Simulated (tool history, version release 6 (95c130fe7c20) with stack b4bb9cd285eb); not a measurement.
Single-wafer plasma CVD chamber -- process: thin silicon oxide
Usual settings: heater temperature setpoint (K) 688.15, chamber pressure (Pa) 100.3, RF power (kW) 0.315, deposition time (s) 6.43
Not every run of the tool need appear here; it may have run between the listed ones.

run	day	heater temperature setpoint (K)	chamber pressure (Pa)	RF power (kW)	deposition time (s)	read-back reference wafer on the same gauge, thickness_nm	mean film thickness on the monitor wafer (Å)
1	0	688.15	100.3	0.315	6.43	9.379	103.77
# day 1.412: gauge calibrated
2	1.462	688.15	100.3	0.315	6.43	9.403	104.01
# day 2.35: thermocouple changed; heater temperature recalibrated
3	2.667	688.15	100.3	0.315	6.43	9.398	103.84
4	3.579	688.15	100.3	0.315	6.43	9.378	105.19
5	4.854	688.15	100.3	0.315	6.43	9.382	105.2
6	5.679	688.15	100.3	0.315	6.43	9.4	104.67
7	6.562	692.15	100.3	0.315	6.43	9.389	104.92
8	7.504	688.15	100.3	0.315	6.43	9.419	103.71
9	8.929	688.15	100.3	0.315	5.98	9.382	96.89
10	9.562	695.15	113.1	0.37	6.43	9.421	124.77
# day 10.617: capacitance manometer re-zeroed and calibrated
11	10.646	688.15	100.3	0.315	7.41	9.38	115.6
12	11.375	688.15	113.7	0.34	7.68	9.393	137.62
13	12.617	688.15	100.3	0.315	7.04	9.405	109.49
14	13.979	680.15	79.6	0.355	7.45	9.403	98.66
15	15.254	688.15	100.3	0.315	6.43	9.384	100.75
16	15.938	699.15	88.5	0.295	6.43	9.396	86.37
17	16.446	683.15	78.5	0.27	7.57	9.409	86.82
# day 16.992: showerhead replaced, of another model than before
# day 20.038: RF generator calibrated
18	20.688	688.15	91.6	0.315	6.43	9.41	96.46
19	21.983	688.15	100.3	0.34	6.94	9.401	111.33
20	23.329	693.15	118.1	0.315	6.82	9.403	115.75
21	24.554	688.15	100.3	0.315	6.43	9.371	100.69
22	26	697.15	100.3	0.365	7.39	9.391	119.91
23	26.921	676.15	81.9	0.315	5.93	9.411	84.84
24	28.35	700.15	100.3	0.265	7.42	9.397	109.37
25	28.971	688.15	100.3	0.35	6.43	9.383	105.5
26	30.271	700.15	100.3	0.265	7.42	9.407	108.87
27	30.921	688.15	100.3	0.29	6.43	9.383	98.28
28	31.5	688.15	100.3	0.315	6.01	9.395	94.96

5 ways to go on from here, each from the tool as it stands after run 28. What would each give?
A	31.517	688.15	100.3	0.275	6.43	?	?
B	31.517	677.15	100.3	0.375	6.43	?	?
C	31.517	697.15	100.3	0.315	6.43	?	?
D	31.517	688.15	82.9	0.26	6.43	?	?
E	31.517	688.15	100.3	0.315	5.77	?	?

run	read-back reference wafer on the same gauge, thickness_nm	mean film thickness on the monitor wafer (Å)
A	9.398	96.97
B	9.398	107.32
C	9.398	100.6
D	9.398	87.25
E	9.398	90.75
With no hidden state in the tool, these same runs would have given:
run	mean film thickness on the monitor wafer (Å)
A	96.83
B	107.16
C	100.45
D	87.12
E	90.62
